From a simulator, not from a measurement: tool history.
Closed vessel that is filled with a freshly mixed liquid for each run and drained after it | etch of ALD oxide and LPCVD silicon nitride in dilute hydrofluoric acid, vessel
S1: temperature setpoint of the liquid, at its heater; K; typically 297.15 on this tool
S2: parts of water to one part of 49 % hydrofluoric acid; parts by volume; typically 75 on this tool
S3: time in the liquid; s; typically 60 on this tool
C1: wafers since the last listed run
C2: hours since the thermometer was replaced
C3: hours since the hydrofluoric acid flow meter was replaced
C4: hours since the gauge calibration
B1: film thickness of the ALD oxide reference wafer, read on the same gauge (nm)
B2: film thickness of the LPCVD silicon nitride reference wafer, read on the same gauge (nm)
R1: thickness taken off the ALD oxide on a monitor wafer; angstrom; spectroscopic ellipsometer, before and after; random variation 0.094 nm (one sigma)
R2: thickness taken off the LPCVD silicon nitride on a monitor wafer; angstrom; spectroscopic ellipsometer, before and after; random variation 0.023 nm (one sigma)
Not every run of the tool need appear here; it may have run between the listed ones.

{"run": 1, "hour": 0.0, "S1": 295.65, "S2": 75, "S3": 60, "C1": 0, "C2": 2115.6, "C3": 988.8, "C4": 1114.8, "B1": 40.01, "B2": 99.977, "R1": 165.2, "R2": 2.87}
{"run": 2, "hour": 54.9, "S1": 297.15, "S2": 75, "S3": 60, "C1": 6664, "C2": 2170.5, "C3": 1043.7, "C4": 1169.7, "B1": 40.01, "B2": 100.001, "R1": 172.5, "R2": 3.32}
{"run": 3, "hour": 97.6, "S1": 297.15, "S2": 85, "S3": 60, "C1": 5183, "C2": 2213.2, "C3": 1086.4, "C4": 1212.4, "B1": 39.99, "B2": 100.005, "R1": 151.4, "R2": 2.82}
{"run": 4, "hour": 141.2, "S1": 297.15, "S2": 85, "S3": 60, "C1": 5292, "C2": 2256.8, "C3": 1130, "C4": 1256, "B1": 40.02, "B2": 99.994, "R1": 152.8, "R2": 2.83}
{"run": 5, "hour": 200.5, "S1": 297.15, "S2": 100, "S3": 75, "C1": 7198, "C2": 2316.1, "C3": 1189.3, "C4": 1315.3, "B1": 39.96, "B2": 100.016, "R1": 158.2, "R2": 3.41}
{"run": 6, "hour": 227.8, "S1": 297.15, "S2": 100, "S3": 75, "C1": 3314, "C2": 2343.4, "C3": 1216.6, "C4": 1342.6, "B1": 40.02, "B2": 100.011, "R1": 160.7, "R2": 3.26}
{"run": 7, "hour": 289.7, "S1": 297.15, "S2": 100, "S3": 75, "C1": 7514, "C2": 2405.3, "C3": 1278.5, "C4": 1404.5, "B1": 40.01, "B2": 99.965, "R1": 159.1, "R2": 3.05}
{"run": 8, "hour": 349.5, "S1": 300.15, "S2": 75, "S3": 45, "C1": 7259, "C2": 2465.1, "C3": 1338.3, "C4": 1464.3, "B1": 39.98, "B2": 100.001, "R1": 147, "R2": 3.38}
{"run": 9, "hour": 409.8, "S1": 300.15, "S2": 75, "S3": 45, "C1": 7320, "C2": 2525.4, "C3": 1398.6, "C4": 1524.6, "B1": 40.01, "B2": 100.004, "R1": 149.4, "R2": 2.82}
{"run": 10, "hour": 473.9, "S1": 300.15, "S2": 75, "S3": 45, "C1": 7781, "C2": 2589.5, "C3": 1462.7, "C4": 1588.7, "B1": 40.03, "B2": 100.007, "R1": 147.8, "R2": 3.25}
{"run": 11, "hour": 525.4, "S1": 297.15, "S2": 95, "S3": 60, "C1": 6251, "C2": 2641, "C3": 1514.2, "C4": 1640.2, "B1": 40.03, "B2": 100.008, "R1": 135, "R2": 2.52}
{"hour": 693.9, "done": "thermometer replaced"}
{"run": 12, "hour": 717.9, "S1": 297.15, "S2": 75, "S3": 85, "C1": 23247, "C2": 24, "C3": 1706.7, "C4": 1832.7, "B1": 39.99, "B2": 100.017, "R1": 258, "R2": 5.33}
{"run": 13, "hour": 784.1, "S1": 299.65, "S2": 100, "S3": 80, "C1": 8036, "C2": 90.2, "C3": 1772.9, "C4": 1898.9, "B1": 40, "B2": 99.994, "R1": 195.8, "R2": 4.08}
{"hour": 789.4, "done": "hydrofluoric acid flow meter replaced"}
{"run": 14, "hour": 834.0, "S1": 297.15, "S2": 95, "S3": 85, "C1": 5936, "C2": 140.1, "C3": 44.6, "C4": 1948.8, "B1": 39.98, "B2": 99.992, "R1": 199, "R2": 3.26}
{"hour": 843.6, "done": "gauge calibrated"}
{"run": 15, "hour": 876.9, "S1": 297.15, "S2": 75, "S3": 60, "C1": 5207, "C2": 183, "C3": 87.5, "C4": 33.3, "B1": 39.99, "B2": 100.035, "R1": 183.1, "R2": 3.57}
{"run": 16, "hour": 922.5, "S1": 295.65, "S2": 45, "S3": 70, "C1": 5535, "C2": 228.6, "C3": 133.1, "C4": 78.9, "B1": 40, "B2": 99.993, "R1": 350.1, "R2": 6.37}
{"run": 17, "hour": 975.3, "S1": 292.65, "S2": 105, "S3": 50, "C1": 6409, "C2": 281.4, "C3": 185.9, "C4": 131.7, "B1": 39.99, "B2": 99.992, "R1": 88.3, "R2": 1.51}
{"hour": 1007.9, "done": "thermometer replaced, repeated, since the last time left the tool worse"}
{"run": 18, "hour": 1033.7, "S1": 300.15, "S2": 75, "S3": 45, "C1": 6968, "C2": 25.8, "C3": 244.3, "C4": 190.1, "B1": 40.02, "B2": 100.023, "R1": 142.6, "R2": 2.97}
{"run": 19, "hour": 1064.5, "S1": 301.15, "S2": 35, "S3": 75, "C1": 3739, "C2": 56.6, "C3": 275.1, "C4": 220.9, "B1": 39.99, "B2": 99.987, "R1": 565.1, "R2": 12.21}
{"run": 20, "hour": 1116.5, "S1": 297.15, "S2": 75, "S3": 60, "C1": 6312, "C2": 108.6, "C3": 327.1, "C4": 272.9, "B1": 39.96, "B2": 100.014, "R1": 167.3, "R2": 2.77}
{"run": 21, "hour": 1300.5, "S1": 297.15, "S2": 75, "S3": 60, "C1": 22337, "C2": 292.6, "C3": 511.1, "C4": 456.9, "B1": 40.01, "B2": 100.009, "R1": 168.5, "R2": 2.85}
{"run": 22, "hour": 1335.7, "S1": 297.15, "S2": 45, "S3": 60, "C1": 4273, "C2": 327.8, "C3": 546.3, "C4": 492.1, "B1": 40.02, "B2": 99.99, "R1": 291, "R2": 5.18}
{"run": 23, "hour": 1368.2, "S1": 299.65, "S2": 75, "S3": 80, "C1": 3945, "C2": 360.3, "C3": 578.8, "C4": 524.6, "B1": 39.97, "B2": 99.999, "R1": 248.4, "R2": 4.99}
{"run": 24, "hour": 1412.5, "S1": 298.65, "S2": 95, "S3": 80, "C1": 5377, "C2": 404.6, "C3": 623.1, "C4": 568.9, "B1": 40, "B2": 99.978, "R1": 183.2, "R2": 3.56}
{"run": 25, "hour": 1437.8, "S1": 298.65, "S2": 100, "S3": 60, "C1": 3071, "C2": 429.9, "C3": 648.4, "C4": 594.2, "B1": 40.03, "B2": 99.99, "R1": 130.4, "R2": 2.81}
{"run": 26, "hour": 1476.4, "S1": 297.15, "S2": 65, "S3": 60, "C1": 4685, "C2": 468.5, "C3": 687, "C4": 632.8, "B1": 39.97, "B2": 99.993, "R1": 195.5, "R2": 3.78}
{"run": 27, "hour": 1568.0, "S1": 297.15, "S2": 40, "S3": 80, "C1": 11120, "C2": 560.1, "C3": 778.6, "C4": 724.4, "B1": 40.04, "B2": 100.026, "R1": 447.7, "R2": 7.25}

Run-by-run hidden state of the tool:
hydrofluoric acid flow above the setpoint (%): 0 at every run
gauge reads high (%): 0 at every run
H1: liquid hotter than its thermometer reads (K)
run=1 H1=1.09
run=2 H1=1.12
run=3 H1=1.14
run=4 H1=1.16
run=5 H1=1.19
run=6 H1=1.21
run=7 H1=1.24
run=8 H1=1.27
run=9 H1=1.3
run=10 H1=1.33
run=11 H1=1.35
run=12 H1=2.35
run=13 H1=2.38
run=14 H1=2.41
run=15 H1=2.43
run=16 H1=2.45
run=17 H1=2.48
run=18 H1=0.128
run=19 H1=0.144
run=20 H1=0.169
run=21 H1=0.26
run=22 H1=0.278
run=23 H1=0.294
run=24 H1=0.316
run=25 H1=0.328
run=26 H1=0.347
run=27 H1=0.393
